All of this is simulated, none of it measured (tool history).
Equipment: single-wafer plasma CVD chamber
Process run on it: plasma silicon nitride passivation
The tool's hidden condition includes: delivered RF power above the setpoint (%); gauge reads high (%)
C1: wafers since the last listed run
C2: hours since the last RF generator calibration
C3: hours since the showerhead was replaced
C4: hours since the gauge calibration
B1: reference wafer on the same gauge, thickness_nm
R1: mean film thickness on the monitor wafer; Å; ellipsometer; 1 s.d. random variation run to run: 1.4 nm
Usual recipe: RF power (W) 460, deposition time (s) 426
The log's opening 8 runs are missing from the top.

run 9 hour=201.5 | RF_power_(W)=385 deposition_time_(s)=426 | C1=64 C2=1918.7 C3=3845.9 C4=442.8 | B1=700.892 | R1=5901.46
run 10 hour=223.6 | RF_power_(W)=400 deposition_time_(s)=487 | C1=61 C2=1940.8 C3=3868 C4=464.9 | B1=700.797 | R1=6833.35
run 11 hour=248.3 | RF_power_(W)=400 deposition_time_(s)=487 | C1=68 C2=1965.5 C3=3892.7 C4=489.6 | B1=701.201 | R1=6824.1
run 12 hour=260.8 | RF_power_(W)=460 deposition_time_(s)=426 | C1=34 C2=1978 C3=3905.2 C4=502.1 | B1=700.514 | R1=6316.22
-- hour=270.1 gauge calibrated
run 13 hour=293.6 | RF_power_(W)=460 deposition_time_(s)=426 | C1=90 C2=2010.8 C3=3938 C4=23.5 | B1=700.288 | R1=6289.64
run 14 hour=308.5 | RF_power_(W)=460 deposition_time_(s)=426 | C1=41 C2=2025.7 C3=3952.9 C4=38.4 | B1=700.439 | R1=6299.65
run 15 hour=337.5 | RF_power_(W)=460 deposition_time_(s)=426 | C1=80 C2=2054.7 C3=3981.9 C4=67.4 | B1=700.948 | R1=6283.13
run 16 hour=359.4 | RF_power_(W)=460 deposition_time_(s)=448 | C1=60 C2=2076.6 C3=4003.8 C4=89.3 | B1=700.61 | R1=6603.48
-- hour=369.3 RF generator calibrated
run 17 hour=383.6 | RF_power_(W)=515 deposition_time_(s)=426 | C1=44 C2=14.3 C3=4028 C4=113.5 | B1=701.044 | R1=6430.02
-- hour=419.2 showerhead replaced
run 18 hour=474.7 | RF_power_(W)=505 deposition_time_(s)=350 | C1=230 C2=105.4 C3=55.5 C4=204.6 | B1=701.353 | R1=5260.75
run 19 hour=500.8 | RF_power_(W)=460 deposition_time_(s)=426 | C1=72 C2=131.5 C3=81.6 C4=230.7 | B1=701.67 | R1=6173.97
run 20 hour=515.4 | RF_power_(W)=400 deposition_time_(s)=394 | C1=40 C2=146.1 C3=96.2 C4=245.3 | B1=701.296 | R1=5395.45
-- hour=525.5 RF generator calibrated, repeated, since the last time left the tool worse
run 21 hour=538.7 | RF_power_(W)=435 deposition_time_(s)=471 | C1=42 C2=13.2 C3=119.5 C4=268.6 | B1=701.925 | R1=6925.24
run 22 hour=566.5 | RF_power_(W)=530 deposition_time_(s)=426 | C1=77 C2=41 C3=147.3 C4=296.4 | B1=700.786 | R1=6775.5
run 23 hour=583.7 | RF_power_(W)=410 deposition_time_(s)=426 | C1=47 C2=58.2 C3=164.5 C4=313.6 | B1=701.018 | R1=6133.38
run 24 hour=602.4 | RF_power_(W)=460 deposition_time_(s)=426 | C1=51 C2=76.9 C3=183.2 C4=332.3 | B1=701.559 | R1=6387.09
run 25 hour=634.7 | RF_power_(W)=460 deposition_time_(s)=343 | C1=89 C2=109.2 C3=215.5 C4=364.6 | B1=701.449 | R1=5145.09
run 26 hour=664.6 | RF_power_(W)=505 deposition_time_(s)=475 | C1=82 C2=139.1 C3=245.4 C4=394.5 | B1=700.673 | R1=7375.56
run 27 hour=685.6 | RF_power_(W)=460 deposition_time_(s)=426 | C1=58 C2=160.1 C3=266.4 C4=415.5 | B1=700.996 | R1=6397.66
run 28 hour=712.7 | RF_power_(W)=460 deposition_time_(s)=465 | C1=75 C2=187.2 C3=293.5 C4=442.6 | B1=701.58 | R1=6951.06
run 29 hour=738.5 | RF_power_(W)=410 deposition_time_(s)=484 | C1=71 C2=213 C3=319.3 C4=468.4 | B1=701.056 | R1=6918.97
run 30 hour=751 | RF_power_(W)=395 deposition_time_(s)=465 | C1=34 C2=225.5 C3=331.8 C4=480.9 | B1=701.366 | R1=6579.88

Below are 3 alternative next runs, each starting from the tool's condition after run 30. Predict each:
run A hour=751.5 | RF_power_(W)=460 deposition_time_(s)=346 | C1=1 C2=226 C3=332.3 C4=481.4 | B1=? | R1=?
run B hour=751.5 | RF_power_(W)=370 deposition_time_(s)=449 | C1=1 C2=226 C3=332.3 C4=481.4 | B1=? | R1=?
run C hour=751.5 | RF_power_(W)=515 deposition_time_(s)=470 | C1=1 C2=226 C3=332.3 C4=481.4 | B1=? | R1=?

run=A B1=701.218 R1=5170.88
run=B B1=701.218 R1=6176.45
run=C B1=701.218 R1=7320.06
Without the tool's unlogged condition, the same runs would have read:
run=A R1=5206.82
run=B R1=6219.38
run=C R1=7370.94

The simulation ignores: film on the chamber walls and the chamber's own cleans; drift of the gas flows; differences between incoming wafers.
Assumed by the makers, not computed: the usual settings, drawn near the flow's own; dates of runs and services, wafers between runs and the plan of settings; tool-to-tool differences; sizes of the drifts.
